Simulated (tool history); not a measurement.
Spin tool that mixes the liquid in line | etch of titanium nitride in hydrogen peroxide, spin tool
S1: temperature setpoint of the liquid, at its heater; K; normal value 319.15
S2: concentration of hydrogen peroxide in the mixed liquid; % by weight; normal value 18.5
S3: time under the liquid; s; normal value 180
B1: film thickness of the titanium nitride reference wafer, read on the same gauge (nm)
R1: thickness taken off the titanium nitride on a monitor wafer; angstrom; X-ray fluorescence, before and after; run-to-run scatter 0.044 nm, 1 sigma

run,hour,S1,S2,S3,B1,R1
1,0,313.65,22.5,180,100.01,75.8
2,56.9,313.65,22.5,180,99.99,76
3,89.6,313.65,22.5,180,100.01,76.2
# hour 100.2: gauge calibrated
4,123.5,319.15,18.5,180,100.01,109.7
5,172.1,319.15,18.5,180,100,110.4
6,228.5,319.15,18.5,180,100.03,110
7,302.6,319.15,21,180,100,113.6
8,424.5,319.15,21,180,100.02,112.9
# hour 475.8: thermometer replaced
# hour 480.7: heated supply line repaired
9,481.6,319.15,21,180,100,112.7
# hour 493.4: new drum of peroxide connected
10,542.9,323.15,18.5,180,100.02,147.6
# hour 560.7: peroxide flow meter replaced
11,594.7,326.65,18.5,180,100.02,190.9
12,639.7,313.65,22.5,180,100.03,75.7
# hour 672.5: gauge calibrated
13,706.1,325.15,13.5,180,99.99,159.4
14,777.2,311.65,14,140,99.98,45.8
15,835.4,321.65,20.5,250,99.99,189.5
16,874.6,319.15,18.5,180,99.99,110.1
17,930.8,319.15,18.5,180,99.98,110.9
18,997.5,319.15,18.5,180,100.01,110
19,1030.3,311.15,14.5,245,100.01,77.5
# hour 1055.6: thermometer replaced
20,1056.1,319.15,20.5,180,100,113.5
21,1084.1,319.15,18.5,235,99.97,144.4
22,1146.8,312.15,18.5,180,99.99,65

4 ways to go on from here, each from the tool as it stands after run 22. What would each give?
A,1147.3,319.15,22,180,?,?
B,1147.3,309.15,18.5,180,?,?
C,1147.3,311.65,17,275,?,?
D,1147.3,322.65,22.5,180,?,?

run,B1,R1
A,99.96,115.3
B,99.96,51.7
C,99.96,94.4
D,99.96,149.8
With the hidden condition removed and each run's random variation left untouched, the same runs would have given:
run,R1
A,115.3
B,51.7
C,94.4
D,149.8

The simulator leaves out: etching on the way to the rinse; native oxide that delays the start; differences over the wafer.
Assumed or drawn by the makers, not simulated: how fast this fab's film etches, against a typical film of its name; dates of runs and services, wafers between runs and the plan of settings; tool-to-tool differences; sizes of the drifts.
